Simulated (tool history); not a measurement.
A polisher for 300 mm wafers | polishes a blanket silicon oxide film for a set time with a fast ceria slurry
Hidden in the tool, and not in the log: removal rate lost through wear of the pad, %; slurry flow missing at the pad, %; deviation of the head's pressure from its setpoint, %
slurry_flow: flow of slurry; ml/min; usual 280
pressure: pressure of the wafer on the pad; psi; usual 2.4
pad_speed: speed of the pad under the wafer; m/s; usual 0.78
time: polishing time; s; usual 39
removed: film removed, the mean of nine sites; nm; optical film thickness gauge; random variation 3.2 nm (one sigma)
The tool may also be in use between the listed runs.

run,hour,slurry_flow,pressure,pad_speed,time,wafers since the last listed run,wafers polished on this pad,hours since the slurry nozzle was cleaned,hours since the head pressure was calibrated,"incoming thickness of the incoming film, nm",removed
1,0,280,2.4,0.78,39,0,3018,654.2,1208.4,1542.5,419.5
# hour 25.7: worn pad replaced by a new one
2,65.3,280,1.8,0.78,39,448,289,719.5,1273.7,1564.3,327.5
3,108.1,280,3,0.98,39,313,603,762.3,1316.5,1554.7,671.8
4,138.8,280,3,0.98,39,224,827,793,1347.2,1549.9,672.4
# hour 203.2: slurry nozzle cleaned
5,206.7,280,3,0.98,39,489,1317,3.5,1415.1,1549.2,682.2
# hour 251: head pressure recalibrated
6,263.8,280,2.4,0.56,39,403,1721,60.6,12.8,1560.1,308.9
7,287.8,280,2.4,0.56,39,175,1896,84.6,36.8,1565.6,308.1
8,326,280,2.4,0.78,39,279,2176,122.8,75,1556.7,435.3
9,386,205,2.4,0.78,39,439,2615,182.8,135,1568,409.7
10,437.4,205,2.4,0.78,39,376,2991,234.2,186.4,1560.7,407.7
11,463.1,205,2.4,0.78,39,188,3180,259.9,212.1,1585.5,412.7
# hour 488.4: worn pad replaced by a new one
12,504.4,280,2.4,0.78,39,273,116,301.2,253.4,1571.2,446.7
13,570.1,280,2.4,0.78,39,480,597,366.9,319.1,1557.5,433.6
14,619.1,280,2.4,0.78,45,358,956,415.9,368.1,1557.2,498.8
15,678.9,280,2.4,0.78,39,437,1394,475.7,427.9,1576.8,429.8
16,733.7,280,2.8,0.78,25,401,1795,530.5,482.7,1559,322.8
17,765.8,205,1.7,0.96,39,234,2030,562.6,514.8,1572.9,351.1
18,798.8,320,2.7,1.02,43,241,2272,595.6,547.8,1551.8,706.1
# hour 850.6: worn pad replaced by a new one
19,861.1,200,2.7,0.78,39,426,76,657.9,610.1,1557.9,467.4
20,887.8,250,2.9,0.78,28,195,272,684.6,636.8,1575,371.5
21,923.7,180,3.1,0.62,32,262,535,720.5,672.7,1582.7,328.7
22,955.6,280,2.4,0.9,39,233,768,752.4,704.6,1592,488.4
23,1022.7,280,2.4,0.78,39,491,1259,819.5,771.7,1580.7,418.8
24,1066.3,340,2.4,0.78,39,319,1578,863.1,815.3,1555.9,430.9
25,1091.4,280,2.4,0.78,39,183,1762,888.2,840.4,1571.6,418.5
# hour 1096.2: slurry nozzle cleaned
26,1129.7,280,2.4,1.02,39,273,2035,33.5,878.7,1540.8,569.3
27,1155.1,280,2.4,0.78,39,185,2221,58.9,904.1,1547.2,436
28,1211.4,280,2.4,0.78,39,412,2633,115.2,960.4,1557.8,432.4
29,1266.2,375,2.4,0.96,39,401,3034,170,1015.2,1556.6,540.2
30,1317.2,210,3,0.68,33,373,3408,221,1066.2,1532.6,382.8
# hour 1331.2: worn pad replaced by a new one
31,1378.7,180,2.1,0.64,39,420,347,282.5,1127.7,1550.3,294.5
32,1425.7,340,2.1,0.78,39,344,692,329.5,1174.7,1555.4,388.3
33,1481.3,180,2.4,0.7,39,407,1099,385.1,1230.3,1568,362.4
34,1511.1,235,1.8,0.78,39,218,1317,414.9,1260.1,1556.3,310.8
35,1575.7,280,2.4,1.06,39,472,1790,479.5,1324.7,1534.6,573.6
36,1604.3,280,2.4,0.78,39,209,1999,508.1,1353.3,1552.5,423.8
# hour 1666.4: head pressure recalibrated
37,1666.9,280,2.4,0.92,51,443,2443,570.7,0.5,1563.4,654.2
38,1689.7,365,2.4,0.78,30,166,2609,593.5,23.3,1558.5,336.3

Some steps in removed between neighbouring runs. How much of each would the tool show without its hidden state too (settings, what came in, random variation), and how much is left for the hidden state, with any gauge scatter that isn't in both results?
Run 2 -> 3: pressure 1.8 -> 3, pad_speed 0.78 -> 0.98. removed +344.3 nm: hidden state -25.8, all else +370.1.
Run 5 -> 6: pressure 3 -> 2.4, pad_speed 0.98 -> 0.56, head pressure recalibrated. removed -373.3 nm: hidden state +14.9, all else -388.2.
Run 17 -> 18: slurry_flow 205 -> 320, pressure 1.7 -> 2.7, pad_speed 0.96 -> 1.02, time 39 -> 43. removed +355 nm: hidden state -22.1, all else +377.1.
Run 18 -> 19: slurry_flow 320 -> 200, pad_speed 1.02 -> 0.78, time 43 -> 39, worn pad replaced by a new one. removed -238.7 nm: hidden state +26.4, all else -265.1.
Run 37 -> 38: slurry_flow 280 -> 365, pad_speed 0.92 -> 0.78, time 51 -> 30. removed -317.9 nm: hidden state +26.2, all else -344.1.
